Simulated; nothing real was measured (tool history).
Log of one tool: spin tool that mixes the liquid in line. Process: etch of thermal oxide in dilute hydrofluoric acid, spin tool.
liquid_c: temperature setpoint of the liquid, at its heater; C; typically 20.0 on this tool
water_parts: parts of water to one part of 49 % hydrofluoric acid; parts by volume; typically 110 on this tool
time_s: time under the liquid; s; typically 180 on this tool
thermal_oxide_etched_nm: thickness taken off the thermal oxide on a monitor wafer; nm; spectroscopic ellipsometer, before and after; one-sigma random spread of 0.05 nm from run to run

| run | day | liquid_c | water_parts | time_s | wafers since the last listed run | hours since the thermometer was replaced | hours since the hydrofluoric acid flow meter was replaced | hours since the gauge calibration | read-back film thickness of the thermal oxide reference wafer, read on the same gauge (nm) | thermal_oxide_etched_nm |
|---|---|---|---|---|---|---|---|---|---|---|
| 1 | 0.000 | 20.0 | 110 | 110 | 0 | 1659.0 | 996.1 | 167.9 | 110.00 | 3.98 |
| 2 | 1.312 | 20.0 | 110 | 110 | 184 | 1690.5 | 1027.6 | 199.4 | 110.05 | 3.92 |
| 3 | 2.725 | 20.0 | 110 | 110 | 198 | 1724.4 | 1061.5 | 233.3 | 110.04 | 3.89 |
| 4 | 3.996 | 20.0 | 120 | 215 | 178 | 1754.9 | 1092.0 | 263.8 | 110.01 | 6.87 |
| 5 | 5.408 | 20.0 | 120 | 215 | 198 | 1788.8 | 1125.9 | 297.7 | 110.07 | 6.92 |
| 6 | 6.425 | 20.0 | 120 | 215 | 142 | 1813.2 | 1150.3 | 322.1 | 109.95 | 6.85 |
| 7 | 7.158 | 20.0 | 75 | 180 | 103 | 1830.8 | 1167.9 | 339.7 | 110.01 | 9.70 |
| 8 | 7.950 | 20.0 | 75 | 180 | 111 | 1849.8 | 1186.9 | 358.7 | 110.05 | 9.58 |
| 9 | 9.846 | 20.0 | 75 | 180 | 266 | 1895.3 | 1232.4 | 404.2 | 110.06 | 9.60 |
| 10 | 11.225 | 20.0 | 70 | 180 | 193 | 1928.4 | 1265.5 | 437.3 | 110.01 | 10.38 |
| 11 | 12.433 | 20.0 | 70 | 180 | 169 | 1957.4 | 1294.5 | 466.3 | 110.02 | 10.36 |
| 12 | 13.367 | 20.0 | 95 | 180 | 131 | 1979.8 | 1316.9 | 488.7 | 110.03 | 7.43 |
| 13 | 13.917 | 20.0 | 95 | 180 | 77 | 1993.0 | 1330.1 | 501.9 | 110.02 | 7.32 |
| 14 | 15.325 | 20.0 | 95 | 180 | 197 | 2026.8 | 1363.9 | 535.7 | 110.00 | 7.46 |
|  | 16.033 | gauge calibrated |
| 15 | 16.421 | 20.0 | 110 | 180 | 153 | 2053.1 | 1390.2 | 9.3 | 109.96 | 6.24 |
| 16 | 17.717 | 21.5 | 90 | 260 | 182 | 2084.2 | 1421.3 | 40.4 | 109.98 | 12.01 |
| 17 | 18.450 | 23.0 | 60 | 275 | 103 | 2101.8 | 1438.9 | 58.0 | 110.05 | 20.81 |
| 18 | 19.642 | 22.5 | 110 | 95 | 167 | 2130.4 | 1467.5 | 86.6 | 110.01 | 3.64 |
|  | 20.233 | hydrofluoric acid flow meter replaced |
| 19 | 20.958 | 20.0 | 140 | 255 | 179 | 2162.0 | 17.4 | 118.2 | 110.00 | 7.41 |
| 20 | 22.242 | 17.0 | 110 | 180 | 180 | 2192.8 | 48.2 | 149.0 | 110.00 | 5.94 |
| 21 | 23.458 | 20.0 | 110 | 180 | 170 | 2222.0 | 77.4 | 178.2 | 110.00 | 6.80 |
| 22 | 24.112 | 22.0 | 155 | 125 | 91 | 2237.7 | 93.1 | 193.9 | 110.01 | 3.43 |
|  | 24.975 | thermometer replaced |
| 23 | 24.996 | 20.0 | 110 | 105 | 118 | 0.5 | 114.3 | 215.1 | 110.04 | 3.98 |
| 24 | 26.350 | 20.0 | 110 | 180 | 190 | 33.0 | 146.8 | 247.6 | 110.01 | 6.71 |
| 25 | 27.262 | 20.0 | 90 | 180 | 128 | 54.9 | 168.7 | 269.5 | 110.01 | 8.29 |
| 26 | 28.042 | 20.0 | 110 | 180 | 109 | 73.6 | 187.4 | 288.2 | 109.98 | 6.72 |
| 27 | 29.025 | 21.5 | 110 | 120 | 138 | 97.2 | 211.0 | 311.8 | 110.00 | 4.75 |
| 28 | 30.004 | 17.5 | 150 | 105 | 137 | 120.7 | 234.5 | 335.3 | 109.97 | 2.49 |
| 29 | 30.917 | 20.0 | 75 | 180 | 128 | 142.6 | 256.4 | 357.2 | 110.04 | 10.17 |
| 30 | 32.217 | 20.0 | 110 | 180 | 182 | 173.8 | 287.6 | 388.4 | 110.05 | 6.62 |
| 31 | 33.350 | 20.0 | 150 | 140 | 159 | 201.0 | 314.8 | 415.6 | 109.93 | 3.64 |
| 32 | 34.096 | 20.0 | 110 | 180 | 104 | 218.9 | 332.7 | 433.5 | 110.01 | 6.56 |
| 33 | 34.738 | 17.0 | 85 | 240 | 90 | 234.3 | 348.1 | 448.9 | 110.03 | 10.42 |

Predict each of these 5 candidate next runs independently; none follows another, all start after run 33:
| A | 34.758 | 20.0 | 110 | 180 | 2 | 234.8 | 348.6 | 449.4 | ? | ? |
| B | 34.758 | 25.0 | 110 | 260 | 2 | 234.8 | 348.6 | 449.4 | ? | ? |
| C | 34.758 | 17.5 | 65 | 110 | 2 | 234.8 | 348.6 | 449.4 | ? | ? |
| D | 34.758 | 20.0 | 110 | 235 | 2 | 234.8 | 348.6 | 449.4 | ? | ? |
| E | 34.758 | 17.0 | 95 | 275 | 2 | 234.8 | 348.6 | 449.4 | ? | ? |

| run | read-back film thickness of the thermal oxide reference wafer, read on the same gauge (nm) | thermal_oxide_etched_nm |
|---|---|---|
| A | 110.05 | 6.66 |
| B | 110.05 | 11.74 |
| C | 110.05 | 6.53 |
| D | 110.05 | 8.70 |
| E | 110.05 | 10.58 |
Without the tool's unlogged condition, the same runs would have read:
| run | thermal_oxide_etched_nm |
|---|---|
| A | 6.79 |
| B | 11.97 |
| C | 6.64 |
| D | 8.86 |
| E | 10.77 |
